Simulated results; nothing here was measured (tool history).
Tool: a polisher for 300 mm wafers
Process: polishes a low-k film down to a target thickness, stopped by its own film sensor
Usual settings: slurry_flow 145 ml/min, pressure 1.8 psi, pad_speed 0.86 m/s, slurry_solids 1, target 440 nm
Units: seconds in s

run,hour,slurry_flow,pressure,pad_speed,slurry_solids,target,wafers since the last listed run,wafers polished on this pad,hours since the slurry nozzle was cleaned,hours since the head pressure was calibrated,hours since the slurry blender was calibrated,hours since the conditioning disc was replaced,"incoming thickness of the incoming film, nm",seconds
1,0,120,1.8,0.86,1,440,0,728,8.7,64.3,58.2,527.3,479.9,100.5
# hour 47.1: conditioning disc replaced and pad reconditioned
2,47.6,120,1.8,0.86,1,440,213,942,56.3,111.9,105.8,0.5,485.6,114.1
3,84.9,120,1.8,0.86,1,440,174,1117,93.6,149.2,143.1,37.8,484.5,111
# hour 114.9: worn pad replaced by a new one
4,147.3,145,1.8,0.66,1,440,273,151,156,211.6,205.5,100.2,489.5,146.5
5,212.6,145,1.8,0.66,1,440,305,457,221.3,276.9,270.8,165.5,481.1,124.5
# hour 222.8: slurry blender recalibrated
6,262.8,145,1.8,0.66,1,440,225,683,271.5,327.1,40,215.7,475.8,107.1
# hour 323.2: head pressure recalibrated
7,364,145,2.1,0.86,1,440,464,1147,372.7,40.8,141.2,316.9,483.5,94.2
# hour 405.4: worn pad replaced by a new one
8,405.9,145,1.8,0.86,1,440,177,2,414.6,82.7,183.1,358.8,482.1,103.7
9,443.7,145,1.8,0.86,1,440,177,179,452.4,120.5,220.9,396.6,482.4,101.6
# hour 516: slurry blender recalibrated
10,574,145,1.8,0.86,1,440,600,780,582.7,250.8,58,526.9,478.4,93.1
# hour 653.4: worn pad replaced by a new one
# hour 659.9: conditioning disc replaced and pad reconditioned
11,672.7,170,2.1,0.86,0.85,450,434,80,681.4,349.5,156.7,12.8,477.3,60.4
# hour 713.2: head pressure recalibrated
# hour 747.1: slurry nozzle cleaned
12,756.3,145,1.8,0.96,1,440,377,458,9.2,43.1,240.3,96.4,481.2,91.5
13,825.8,145,1.8,0.86,1,440,325,783,78.7,112.6,309.8,165.9,490.1,120.5
# hour 830.3: slurry blender recalibrated
14,866.7,160,1.8,0.86,1,440,182,966,119.6,153.5,36.4,206.8,483.4,102.9
# hour 900: worn pad replaced by a new one
15,904.6,145,1.8,0.86,1,440,158,21,157.5,191.4,74.3,244.7,476.9,90.2
16,986.5,145,1.8,0.86,1,440,383,404,239.4,273.3,156.2,326.6,488.5,115.7
17,1071.4,175,1.8,0.76,1,440,397,802,324.3,358.2,241.1,411.5,475.3,91.7
# hour 1119.1: slurry blender recalibrated
# hour 1123.3: head pressure recalibrated
18,1169.9,145,2.1,0.86,1,440,442,1245,422.8,46.6,50.8,510,472.1,67.6
# hour 1201.9: worn pad replaced by a new one
# hour 1231.4: conditioning disc replaced and pad reconditioned
19,1278.1,145,1.8,0.86,1.25,433,478,347,531,154.8,159,46.7,490.5,125.2
20,1330,145,1.8,0.86,1,446,243,590,582.9,206.7,210.9,98.6,490,105.1
21,1409.5,145,2,0.86,0.9,429,372,962,662.4,286.2,290.4,178.1,476.6,108.1

How the hidden state differs across the entries between the runs, from the last listed run before each to the first after it:
Between runs 1 and 2: conditioning disc replaced and pad reconditioned (hour 47.1)
  no hidden state differs between the two runs
Between runs 3 and 4: worn pad replaced by a new one (hour 114.9)
  no hidden state differs between the two runs
Between runs 5 and 6: slurry blender recalibrated (hour 222.8)
  no hidden state differs between the two runs
Between runs 6 and 7: head pressure recalibrated (hour 323.2)
  no hidden state differs between the two runs
Between runs 7 and 8: worn pad replaced by a new one (hour 405.4)
  no hidden state differs between the two runs
Between runs 9 and 10: slurry blender recalibrated (hour 516)
  no hidden state differs between the two runs
Between runs 10 and 11: worn pad replaced by a new one (hour 653.4); conditioning disc replaced and pad reconditioned (hour 659.9)
  no hidden state differs between the two runs
Between runs 11 and 12: head pressure recalibrated (hour 713.2); slurry nozzle cleaned (hour 747.1)
  no hidden state differs between the two runs
Between runs 13 and 14: slurry blender recalibrated (hour 830.3)
  no hidden state differs between the two runs
Between runs 14 and 15: worn pad replaced by a new one (hour 900)
  no hidden state differs between the two runs
Between runs 17 and 18: slurry blender recalibrated (hour 1119.1); head pressure recalibrated (hour 1123.3)
  no hidden state differs between the two runs
Between runs 18 and 19: worn pad replaced by a new one (hour 1201.9); conditioning disc replaced and pad reconditioned (hour 1231.4)
  no hidden state differs between the two runs

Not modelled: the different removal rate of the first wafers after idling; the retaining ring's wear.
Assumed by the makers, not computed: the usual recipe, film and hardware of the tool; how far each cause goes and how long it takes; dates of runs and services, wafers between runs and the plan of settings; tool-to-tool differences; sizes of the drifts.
